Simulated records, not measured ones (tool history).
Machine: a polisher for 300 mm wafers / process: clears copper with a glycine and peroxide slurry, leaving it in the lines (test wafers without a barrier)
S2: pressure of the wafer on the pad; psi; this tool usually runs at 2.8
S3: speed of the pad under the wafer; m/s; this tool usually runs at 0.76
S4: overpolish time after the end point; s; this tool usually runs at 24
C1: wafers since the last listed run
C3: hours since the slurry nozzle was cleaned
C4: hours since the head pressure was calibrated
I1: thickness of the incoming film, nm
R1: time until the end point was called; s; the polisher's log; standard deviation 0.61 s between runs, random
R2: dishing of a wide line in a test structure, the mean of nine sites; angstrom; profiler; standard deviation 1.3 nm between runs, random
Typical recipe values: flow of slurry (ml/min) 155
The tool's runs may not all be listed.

Run 1, hour 0.0: usual settings but flow of slurry (ml/min) 130; C1 0; wafers polished on this pad 5631; C3 121.6; C4 18.3; I1 356.1. Result: R1 76.5 s, R2 710 angstrom.
Run 2, hour 90.7: usual settings; C1 963; wafers polished on this pad 6595; C3 212.3; C4 109.0; I1 367.0. Result: R1 77.5 s, R2 746 angstrom.
At hour 109.7: worn pad replaced by a new one.
Run 3, hour 160.2: usual settings; C1 696; wafers polished on this pad 536; C3 281.8; C4 178.5; I1 361.3. Result: R1 74.8 s, R2 742 angstrom.
Run 4, hour 263.1: usual settings; C1 1093; wafers polished on this pad 1630; C3 384.7; C4 281.4; I1 363.1. Result: R1 75.8 s, R2 724 angstrom.
Run 5, hour 300.6: usual settings; C1 398; wafers polished on this pad 2028; C3 422.2; C4 318.9; I1 363.6. Result: R1 76.3 s, R2 701 angstrom.
Run 6, hour 366.1: usual settings; C1 696; wafers polished on this pad 2724; C3 487.7; C4 384.4; I1 364.7. Result: R1 77.3 s, R2 716 angstrom.
Run 7, hour 430.5: usual settings; C1 684; wafers polished on this pad 3409; C3 552.1; C4 448.8; I1 367.6. Result: R1 77.1 s, R2 717 angstrom.
At hour 501.6: head pressure recalibrated.
Run 8, hour 537.6: usual settings; C1 1116; wafers polished on this pad 4526; C3 659.2; C4 36.0; I1 362.6. Result: R1 77.6 s, R2 704 angstrom.
At hour 546.7: slurry nozzle cleaned.
Run 9, hour 588.3: usual settings; C1 528; wafers polished on this pad 5054; C3 41.6; C4 86.7; I1 364.8. Result: R1 74.3 s, R2 749 angstrom.
Run 10, hour 663.9: usual settings; C1 803; wafers polished on this pad 5857; C3 117.2; C4 162.3; I1 362.2. Result: R1 73.6 s, R2 729 angstrom.
At hour 685.8: worn pad replaced by a new one.
Run 11, hour 708.4: usual settings; C1 430; wafers polished on this pad 240; C3 161.7; C4 206.8; I1 356.1. Result: R1 72.8 s, R2 727 angstrom.
Run 12, hour 795.5: usual settings but S2 3.3 psi; C1 925; wafers polished on this pad 1165; C3 248.8; C4 293.9; I1 357.1. Result: R1 64.6 s, R2 774 angstrom.
Run 13, hour 886.1: usual settings but S2 3.3 psi; C1 962; wafers polished on this pad 2128; C3 339.4; C4 384.5; I1 359.2. Result: R1 66.5 s, R2 809 angstrom.
At hour 1036.8: head pressure recalibrated.
Run 14, hour 1037.3: usual settings but S2 3.3 psi; C1 1585; wafers polished on this pad 3714; C3 490.6; C4 0.5; I1 362.5. Result: R1 66.8 s, R2 775 angstrom.
Run 15, hour 1100.6: usual settings but flow of slurry (ml/min) 120; C1 672; wafers polished on this pad 4387; C3 553.9; C4 63.8; I1 355.0. Result: R1 79.7 s, R2 686 angstrom.
Run 16, hour 1179.5: usual settings; C1 838; wafers polished on this pad 5225; C3 632.8; C4 142.7; I1 361.4. Result: R1 76.1 s, R2 733 angstrom.
At hour 1217.4: slurry nozzle cleaned.
Run 17, hour 1281.5: usual settings but flow of slurry (ml/min) 125, S2 3.1 psi, S4 11 s; C1 1073; wafers polished on this pad 6298; C3 64.1; C4 244.7; I1 358.6. Result: R1 70.0 s, R2 418 angstrom.
Run 18, hour 1342.8: usual settings but S2 2.2 psi, S3 0.86 m/s, S4 32 s; C1 651; wafers polished on this pad 6950; C3 125.4; C4 306.0; I1 358.6. Result: R1 79.8 s, R2 854 angstrom.
At hour 1354.1: worn pad replaced by a new one.
Run 19, hour 1381.4: usual settings but flow of slurry (ml/min) 175, S2 2.1 psi, S3 0.64 m/s, S4 19 s; C1 367; wafers polished on this pad 290; C3 164.0; C4 344.6; I1 362.4. Result: R1 103.0 s, R2 464 angstrom.
Run 20, hour 1433.9: usual settings but flow of slurry (ml/min) 135, S2 1.9 psi, S3 0.98 m/s, S4 16 s; C1 557; wafers polished on this pad 848; C3 216.5; C4 397.1; I1 360.5. Result: R1 87.2 s, R2 474 angstrom.
Run 21, hour 1488.0: usual settings but S2 2.0 psi; C1 574; wafers polished on this pad 1423; C3 270.6; C4 451.2; I1 364.8. Result: R1 98.9 s, R2 594 angstrom.
Run 22, hour 1568.0: usual settings but flow of slurry (ml/min) 200, S2 3.3 psi, S4 20 s; C1 850; wafers polished on this pad 2273; C3 350.6; C4 531.2; I1 359.5. Result: R1 62.7 s, R2 722 angstrom.
At hour 1657.3: head pressure recalibrated.
Run 23, hour 1658.1: usual settings but flow of slurry (ml/min) 175, S3 0.94 m/s, S4 32 s; C1 936; wafers polished on this pad 3209; C3 440.7; C4 0.8; I1 357.5. Result: R1 61.6 s, R2 1001 angstrom.
At hour 1741.0: slurry nozzle cleaned.
Run 24, hour 1746.0: usual settings; C1 923; wafers polished on this pad 4133; C3 5.0; C4 88.7; I1 360.5. Result: R1 73.3 s, R2 749 angstrom.
Run 25, hour 1843.9: usual settings but flow of slurry (ml/min) 175, S3 0.58 m/s; C1 1040; wafers polished on this pad 5173; C3 102.9; C4 186.6; I1 351.9. Result: R1 86.0 s, R2 659 angstrom.
Run 26, hour 1924.3: usual settings but flow of slurry (ml/min) 185, S2 3.7 psi; C1 854; wafers polished on this pad 6028; C3 183.3; C4 267.0; I1 359.1. Result: R1 57.7 s, R2 879 angstrom.
At hour 1950.2: worn pad replaced by a new one.
Run 27, hour 2019.9: usual settings but S2 3.6 psi; C1 973; wafers polished on this pad 741; C3 278.9; C4 362.6; I1 357.4. Result: R1 61.4 s, R2 813 angstrom.
Run 28, hour 2067.1: usual settings but S3 0.94 m/s; C1 501; wafers polished on this pad 1242; C3 326.1; C4 409.8; I1 355.5. Result: R1 63.0 s, R2 806 angstrom.
Run 29, hour 2125.9: usual settings but S3 0.54 m/s, S4 15 s; C1 624; wafers polished on this pad 1867; C3 384.9; C4 468.6; I1 367.7. Result: R1 98.4 s, R2 414 angstrom.
Run 30, hour 2222.2: usual settings but S2 3.2 psi; C1 1023; wafers polished on this pad 2890; C3 481.2; C4 564.9; I1 366.7. Result: R1 69.6 s, R2 786 angstrom.
Run 31, hour 2309.9: usual settings; C1 931; wafers polished on this pad 3822; C3 568.9; C4 652.6; I1 362.6. Result: R1 77.2 s, R2 713 angstrom.
At hour 2326.3: head pressure recalibrated.
Run 32, hour 2370.7: usual settings; C1 624; wafers polished on this pad 4447; C3 629.7; C4 44.4; I1 362.9. Result: R1 76.8 s, R2 734 angstrom.
At hour 2377.5: slurry nozzle cleaned.
Run 33, hour 2474.2: usual settings but flow of slurry (ml/min) 110, S2 3.3 psi, S3 0.58 m/s, S4 32 s; C1 1089; wafers polished on this pad 5537; C3 96.7; C4 147.9; I1 356.1. Result: R1 85.0 s, R2 807 angstrom.
At hour 2480.5: worn pad replaced by a new one.
Run 34, hour 2570.3: usual settings but flow of slurry (ml/min) 120, S3 0.52 m/s; C1 978; wafers polished on this pad 954; C3 192.8; C4 244.0; I1 352.5. Result: R1 103.0 s, R2 572 angstrom.
Run 35, hour 2666.2: usual settings; C1 1019; wafers polished on this pad 1973; C3 288.7; C4 339.9; I1 364.4. Result: R1 76.2 s, R2 722 angstrom.

A few steps of R1 between consecutive runs. Split each: what settings, incoming material and random variation would produce without the hidden state, and what is left over for the hidden state, along with gauge scatter present in only one of the two compared results (measured, and without hidden state):
What the log doesn't record here: removal rate lost through wear of the pad, %; slurry flow missing at the pad, %; deviation of the head's pressure from its setpoint, %.
Run 8 -> 9: slurry nozzle cleaned. R1 -3.3 s: hidden state -3.3, all else +0.0.
Run 16 -> 17: flow of slurry (ml/min) 155 -> 125, S2 2.8 -> 3.1, S4 24 -> 11, slurry nozzle cleaned. R1 -6.1 s: hidden state -2.2, all else -3.9.
Run 21 -> 22: flow of slurry (ml/min) 155 -> 200, S2 2.0 -> 3.3, S4 24 -> 20. R1 -36.2 s: hidden state -1.9, all else -34.3.
Run 23 -> 24: flow of slurry (ml/min) 175 -> 155, S3 0.94 -> 0.76, S4 32 -> 24, slurry nozzle cleaned. R1 +11.7 s: hidden state -2.4, all else +14.1.
Run 28 -> 29: S3 0.94 -> 0.54, S4 24 -> 15. R1 +35.4 s: hidden state +1.8, all else +33.6.
Run 29 -> 30: S2 2.8 -> 3.2, S3 0.54 -> 0.76, S4 15 -> 24. R1 -28.8 s: hidden state -1.1, all else -27.7.
